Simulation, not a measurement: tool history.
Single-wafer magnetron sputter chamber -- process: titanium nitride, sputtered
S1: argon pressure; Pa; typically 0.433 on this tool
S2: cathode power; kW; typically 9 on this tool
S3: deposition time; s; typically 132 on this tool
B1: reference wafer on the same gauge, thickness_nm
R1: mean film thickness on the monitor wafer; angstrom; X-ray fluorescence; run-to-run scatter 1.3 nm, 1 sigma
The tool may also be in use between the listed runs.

Run 1, day 0: usual settings but S1 0.483 Pa; B1 219.931. Result: R1 2102.55 angstrom.
Run 2, day 0.762: usual settings but S1 0.483 Pa; B1 220.11. Result: R1 2112.59 angstrom.
Run 3, day 1.938: usual settings but S1 0.483 Pa; B1 219.956. Result: R1 2071.56 angstrom.
Run 4, day 3.354: usual settings but S2 10.75 kW; B1 220.168. Result: R1 2378.92 angstrom.
At day 3.696: sputter target and shields replaced.
Run 5, day 4.35: usual settings; B1 219.929. Result: R1 2178.14 angstrom.
Run 6, day 5.733: usual settings; B1 219.992. Result: R1 2171.3 angstrom.
Run 7, day 6.425: usual settings; B1 220.328. Result: R1 2132.74 angstrom.
Run 8, day 7.908: usual settings; B1 219.991. Result: R1 2146.14 angstrom.
Run 9, day 8.508: usual settings but S2 9.6 kW; B1 220.018. Result: R1 2233.59 angstrom.
Run 10, day 9.688: usual settings but S2 9.6 kW; B1 220.248. Result: R1 2241.51 angstrom.
At day 10.967: capacitance manometer re-zeroed and calibrated.
Run 11, day 10.988: usual settings but S2 9.6 kW; B1 219.76. Result: R1 2201.99 angstrom.
Run 12, day 11.842: usual settings but S1 0.534 Pa; B1 219.872. Result: R1 2020.39 angstrom.
At day 12.958: sputter target and shields replaced.
Run 13, day 13.183: usual settings but S1 0.534 Pa; B1 219.906. Result: R1 2088.08 angstrom.
Run 14, day 15.196: usual settings but S1 0.534 Pa; B1 220.059. Result: R1 2077.86 angstrom.
Run 15, day 16.388: usual settings; B1 219.876. Result: R1 2148.04 angstrom.
Run 16, day 17.479: usual settings; B1 219.85. Result: R1 2141.24 angstrom.
At day 18.379: gauge calibrated.
Run 17, day 18.512: usual settings but S1 0.601 Pa, S2 9.95 kW, S3 110 s; B1 219.95. Result: R1 1783.74 angstrom.
Run 18, day 19.708: usual settings but S2 6.8 kW, S3 120 s; B1 219.951. Result: R1 1603.25 angstrom.
At day 20.712: sputter target and shields replaced.
Run 19, day 20.954: usual settings but S1 0.587 Pa, S2 8.15 kW, S3 155 s; B1 220.05. Result: R1 2274.78 angstrom.
Run 20, day 21.479: usual settings; B1 220.106. Result: R1 2171.25 angstrom.
Run 21, day 22.112: usual settings but S1 0.299 Pa, S2 7.4 kW, S3 146 s; B1 219.809. Result: R1 2228.49 angstrom.
At day 22.554: magnet pack replaced, of another model than before.
Run 22, day 23.208: usual settings but S2 11.05 kW, S3 124 s; B1 220.092. Result: R1 2360.01 angstrom.
Run 23, day 23.712: usual settings; B1 219.9. Result: R1 2168.46 angstrom.
Run 24, day 24.342: usual settings; B1 219.841. Result: R1 2144.17 angstrom.
Run 25, day 25.55: usual settings; B1 219.903. Result: R1 2137.28 angstrom.
Run 26, day 26.162: usual settings but S1 0.361 Pa, S2 10.45 kW, S3 155 s; B1 220.062. Result: R1 2870.2 angstrom.
Run 27, day 27.221: usual settings; B1 219.661. Result: R1 2110.04 angstrom.
At day 28.012: sputter target and shields replaced.
Run 28, day 28.108: usual settings but S2 7.65 kW, S3 106 s; B1 219.937. Result: R1 1564.77 angstrom.
Run 29, day 29.175: usual settings but S1 0.372 Pa; B1 220.042. Result: R1 2213.84 angstrom.
Run 30, day 30.108: usual settings but S1 0.549 Pa, S2 10.35 kW; B1 220.116. Result: R1 2253.13 angstrom.
Run 31, day 30.738: usual settings but S2 10.85 kW, S3 152 s; B1 219.934. Result: R1 2847.55 angstrom.
Run 32, day 31.646: usual settings but S1 0.546 Pa, S3 139 s; B1 220.061. Result: R1 2125.26 angstrom.
Run 33, day 32.633: usual settings but S1 0.54 Pa; B1 220.221. Result: R1 2036.6 angstrom.

What if the next run were any one of these 4? Each begins from the tool's condition after run 33:
Run A, day 32.65: usual settings; B1 ?. Result: R1 ?.
Run B, day 32.65: usual settings but S1 0.512 Pa, S2 10 kW, S3 120 s; B1 ?. Result: R1 ?.
Run C, day 32.65: usual settings but S1 0.503 Pa, S2 10.95 kW, S3 119 s; B1 ?. Result: R1 ?.
Run D, day 32.65: usual settings but S1 0.3 Pa, S2 10.55 kW, S3 150 s; B1 ?. Result: R1 ?.

run       B1       R1
  A  219.949  2130.86
  B  219.949  2010.95
  C  219.949  2135.74
  D  219.949  2874.01
What these runs would have given with no unlogged condition in the tool:
run       R1
  A  2181.41
  B  2058.65
  C   2186.4
  D  2942.19
